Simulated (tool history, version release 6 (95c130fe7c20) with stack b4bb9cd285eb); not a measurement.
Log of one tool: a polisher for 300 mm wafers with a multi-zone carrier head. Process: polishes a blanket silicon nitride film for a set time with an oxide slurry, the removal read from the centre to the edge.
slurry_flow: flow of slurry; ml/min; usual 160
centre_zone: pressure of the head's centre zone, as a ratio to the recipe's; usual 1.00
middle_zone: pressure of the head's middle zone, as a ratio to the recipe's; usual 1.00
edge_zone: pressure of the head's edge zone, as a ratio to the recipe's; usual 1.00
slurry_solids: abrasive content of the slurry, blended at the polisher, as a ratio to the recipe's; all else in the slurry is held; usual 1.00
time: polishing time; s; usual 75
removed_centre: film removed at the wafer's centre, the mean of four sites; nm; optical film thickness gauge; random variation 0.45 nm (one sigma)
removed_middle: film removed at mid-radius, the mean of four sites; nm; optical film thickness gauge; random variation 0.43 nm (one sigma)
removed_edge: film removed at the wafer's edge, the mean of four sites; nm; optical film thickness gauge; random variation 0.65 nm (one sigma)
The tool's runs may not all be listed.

| run | hour | slurry_flow | centre_zone | middle_zone | edge_zone | slurry_solids | time | wafers since the last listed run | wafers polished on this pad | hours since the slurry nozzle was cleaned | hours since the centre zone pressure was calibrated | hours since the edge zone pressure was calibrated | hours since the carrier head's membrane was replaced | incoming thickness of the incoming film, nm | removed_centre | removed_middle | removed_edge |
|---|---|---|---|---|---|---|---|---|---|---|---|---|---|---|---|---|---|
| 1 | 0.0 | 160 | 1.00 | 1.00 | 1.00 | 1.00 | 75 | 0 | 1121 | 154.8 | 949.0 | 647.2 | 1243.5 | 397.6 | 45.6 | 47.4 | 46.2 |
|  | 68.0 | worn pad replaced by a new one |
| 2 | 86.2 | 160 | 1.00 | 1.00 | 1.00 | 1.00 | 75 | 1008 | 223 | 241.0 | 1035.2 | 733.4 | 1329.7 | 403.0 | 45.9 | 47.2 | 44.1 |
| 3 | 118.0 | 160 | 1.00 | 1.00 | 1.00 | 1.00 | 75 | 390 | 613 | 272.8 | 1067.0 | 765.2 | 1361.5 | 398.8 | 45.8 | 46.6 | 46.1 |
|  | 140.8 | slurry nozzle cleaned |
| 4 | 163.6 | 160 | 1.00 | 1.00 | 1.00 | 1.00 | 75 | 547 | 1160 | 22.8 | 1112.6 | 810.8 | 1407.1 | 394.4 | 45.9 | 47.6 | 45.3 |
| 5 | 219.2 | 160 | 1.00 | 1.00 | 1.00 | 1.00 | 75 | 681 | 1842 | 78.4 | 1168.2 | 866.4 | 1462.7 | 399.8 | 45.2 | 47.7 | 45.5 |
|  | 252.2 | worn pad replaced by a new one |
| 6 | 257.8 | 160 | 1.00 | 1.00 | 1.00 | 1.00 | 75 | 424 | 68 | 117.0 | 1206.8 | 905.0 | 1501.3 | 393.1 | 45.8 | 47.2 | 44.5 |
| 7 | 294.8 | 160 | 1.00 | 1.00 | 1.00 | 1.10 | 75 | 453 | 521 | 154.0 | 1243.8 | 942.0 | 1538.3 | 403.5 | 46.4 | 48.8 | 45.0 |
| 8 | 359.4 | 160 | 1.00 | 1.00 | 1.00 | 1.00 | 75 | 792 | 1314 | 218.6 | 1308.4 | 1006.6 | 1602.9 | 406.6 | 45.4 | 47.6 | 45.5 |
| 9 | 395.3 | 160 | 1.00 | 1.00 | 1.00 | 1.00 | 75 | 440 | 1754 | 254.5 | 1344.3 | 1042.5 | 1638.8 | 400.2 | 45.3 | 47.1 | 45.8 |
|  | 402.9 | centre zone pressure recalibrated |
|  | 406.7 | carrier head's membrane replaced by a new one |
|  | 442.0 | worn pad replaced by a new one |
| 10 | 448.8 | 160 | 1.00 | 1.00 | 1.00 | 1.00 | 75 | 536 | 83 | 308.0 | 45.9 | 1096.0 | 42.1 | 399.8 | 46.0 | 47.3 | 44.7 |
| 11 | 484.5 | 200 | 0.93 | 0.88 | 1.00 | 0.85 | 75 | 437 | 521 | 343.7 | 81.6 | 1131.7 | 77.8 | 402.4 | 42.6 | 42.3 | 44.8 |
|  | 517.5 | edge zone pressure recalibrated |
|  | 527.4 | slurry nozzle cleaned |
| 12 | 579.1 | 160 | 1.00 | 0.96 | 1.00 | 1.00 | 75 | 1123 | 1644 | 51.7 | 176.2 | 61.6 | 172.4 | 399.5 | 46.0 | 45.5 | 45.9 |
|  | 603.3 | worn pad replaced by a new one |
| 13 | 611.9 | 130 | 1.00 | 1.00 | 0.94 | 1.00 | 75 | 353 | 104 | 84.5 | 209.0 | 94.4 | 205.2 | 393.6 | 43.1 | 45.4 | 43.1 |
| 14 | 675.4 | 110 | 1.00 | 1.00 | 1.00 | 1.00 | 75 | 778 | 883 | 148.0 | 272.5 | 157.9 | 268.7 | 401.6 | 41.2 | 43.1 | 41.6 |
| 15 | 699.9 | 160 | 1.00 | 1.00 | 1.00 | 1.00 | 75 | 300 | 1184 | 172.5 | 297.0 | 182.4 | 293.2 | 403.5 | 45.5 | 47.4 | 45.6 |
| 16 | 751.5 | 190 | 1.04 | 1.00 | 1.00 | 1.00 | 75 | 632 | 1817 | 224.1 | 348.6 | 234.0 | 344.8 | 408.1 | 49.3 | 48.7 | 47.0 |
|  | 780.4 | worn pad replaced by a new one |
| 17 | 814.9 | 160 | 1.00 | 0.89 | 1.04 | 1.15 | 53 | 728 | 423 | 287.5 | 412.0 | 297.4 | 408.2 | 399.6 | 33.7 | 31.6 | 33.4 |
|  | 840.8 | slurry nozzle cleaned |
| 18 | 852.0 | 160 | 1.00 | 1.00 | 1.00 | 1.00 | 75 | 442 | 866 | 11.2 | 449.1 | 334.5 | 445.3 | 399.3 | 45.6 | 47.2 | 46.0 |
| 19 | 923.5 | 160 | 1.00 | 0.92 | 1.00 | 0.90 | 75 | 876 | 1743 | 82.7 | 520.6 | 406.0 | 516.8 | 399.4 | 44.1 | 43.0 | 44.5 |

How the hidden state differs across the entries between the runs, from the last listed run before each to the first after it:
Between runs 1 and 2: worn pad replaced by a new one (hour 68.0)
  no hidden state differs between the two runs
Between runs 3 and 4: slurry nozzle cleaned (hour 140.8)
  no hidden state differs between the two runs
Between runs 5 and 6: worn pad replaced by a new one (hour 252.2)
  no hidden state differs between the two runs
Between runs 9 and 10: centre zone pressure recalibrated (hour 402.9); carrier head's membrane replaced by a new one (hour 406.7); worn pad replaced by a new one (hour 442.0)
  no hidden state differs between the two runs
Between runs 11 and 12: edge zone pressure recalibrated (hour 517.5); slurry nozzle cleaned (hour 527.4)
  no hidden state differs between the two runs
Between runs 12 and 13: worn pad replaced by a new one (hour 603.3)
  no hidden state differs between the two runs
Between runs 16 and 17: worn pad replaced by a new one (hour 780.4)
  no hidden state differs between the two runs
Between runs 17 and 18: slurry nozzle cleaned (hour 840.8)
  no hidden state differs between the two runs
